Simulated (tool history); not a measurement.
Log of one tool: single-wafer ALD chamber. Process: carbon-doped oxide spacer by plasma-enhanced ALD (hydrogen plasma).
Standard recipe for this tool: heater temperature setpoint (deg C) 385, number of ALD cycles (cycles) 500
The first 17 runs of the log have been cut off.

run   hour  heater temperature setpoint (deg C)  number of ALD cycles (cycles)  read-back reference wafer on the same gauge, thickness_nm  mean film thickness on the monitor wafer (Å)
     235.5  -- thermocouple changed; heater temperature recalibrated
 18  237.3                                  385                            500                                                     26.491                                        260.65
 19  251.4                                  385                            455                                                     26.511                                        237.41
 20  263.5                                  385                            455                                                     26.499                                        234.91
 21  273.6                                  385                            500                                                     26.479                                        260.32
 22  285.9                                  396                            500                                                     26.448                                        258.64
 23  292.9                                  375                            500                                                     26.534                                        259.69
 24  306.0                                  376                            448                                                     26.496                                        232.51
 25  317.4                                  374                            403                                                     26.501                                        208.33
 26  329.4                                  393                            565                                                     26.466                                        294.06
 27  341.3                                  385                            500                                                     26.442                                        258.99

The next listed run, before its measurement:
 28  356.9                                  385                            500                                                          ?                                             ?

{"run 28": {"read-back reference wafer on the same gauge, thickness_nm": 26.463, "mean film thickness on the monitor wafer (Å)": 258.68}}
With no hidden state in the tool, this same run would have given mean film thickness on the monitor wafer (Å) 258.68.

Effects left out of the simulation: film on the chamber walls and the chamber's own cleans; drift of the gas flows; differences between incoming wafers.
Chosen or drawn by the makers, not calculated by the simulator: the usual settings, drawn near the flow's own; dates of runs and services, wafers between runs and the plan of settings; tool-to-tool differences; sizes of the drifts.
